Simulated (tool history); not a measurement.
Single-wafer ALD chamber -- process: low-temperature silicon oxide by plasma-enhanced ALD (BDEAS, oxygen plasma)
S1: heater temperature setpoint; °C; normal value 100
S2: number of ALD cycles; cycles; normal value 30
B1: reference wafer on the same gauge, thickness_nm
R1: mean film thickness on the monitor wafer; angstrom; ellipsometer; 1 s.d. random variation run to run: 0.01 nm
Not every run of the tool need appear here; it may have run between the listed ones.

run 1 hour=0.0 | S1=100 S2=35 | B1=4.562 | R1=48.78
run 2 hour=26.0 | S1=100 S2=30 | B1=4.559 | R1=41.76
run 3 hour=60.4 | S1=100 S2=30 | B1=4.560 | R1=41.79
run 4 hour=128.0 | S1=100 S2=30 | B1=4.560 | R1=41.79
run 5 hour=169.8 | S1=100 S2=30 | B1=4.561 | R1=41.70
run 6 hour=252.1 | S1=100 S2=30 | B1=4.560 | R1=41.70
-- hour=261.8 thermocouple changed; heater temperature recalibrated
run 7 hour=276.6 | S1=94 S2=30 | B1=4.563 | R1=42.84
run 8 hour=314.0 | S1=94 S2=30 | B1=4.559 | R1=42.77
run 9 hour=362.2 | S1=100 S2=30 | B1=4.560 | R1=41.69
run 10 hour=427.0 | S1=111 S2=30 | B1=4.560 | R1=40.91
-- hour=462.2 gauge calibrated
run 11 hour=467.5 | S1=100 S2=30 | B1=4.557 | R1=42.06
run 12 hour=536.1 | S1=115 S2=30 | B1=4.557 | R1=40.56
run 13 hour=561.8 | S1=100 S2=30 | B1=4.559 | R1=41.74
run 14 hour=627.3 | S1=94 S2=25 | B1=4.562 | R1=35.67
run 15 hour=683.3 | S1=106 S2=35 | B1=4.555 | R1=48.05
run 16 hour=743.7 | S1=106 S2=32 | B1=4.556 | R1=43.76
run 17 hour=782.9 | S1=90 S2=35 | B1=4.561 | R1=50.76
run 18 hour=842.2 | S1=90 S2=30 | B1=4.558 | R1=43.59

Each row is a separate what-if for the run after 18, all from the same tool condition, not one after another. Results?
run A hour=842.6 | S1=100 S2=32 | B1=? | R1=?
run B hour=842.6 | S1=100 S2=33 | B1=? | R1=?
run C hour=842.6 | S1=89 S2=32 | B1=? | R1=?
run D hour=842.6 | S1=110 S2=34 | B1=? | R1=?

run=A B1=4.560 R1=44.82
run=B B1=4.560 R1=46.23
run=C B1=4.560 R1=46.85
run=D B1=4.560 R1=46.65
With the hidden condition removed and each run's random variation left untouched, the same runs would have given:
run=A R1=44.82
run=B R1=46.23
run=C R1=46.85
run=D R1=46.65
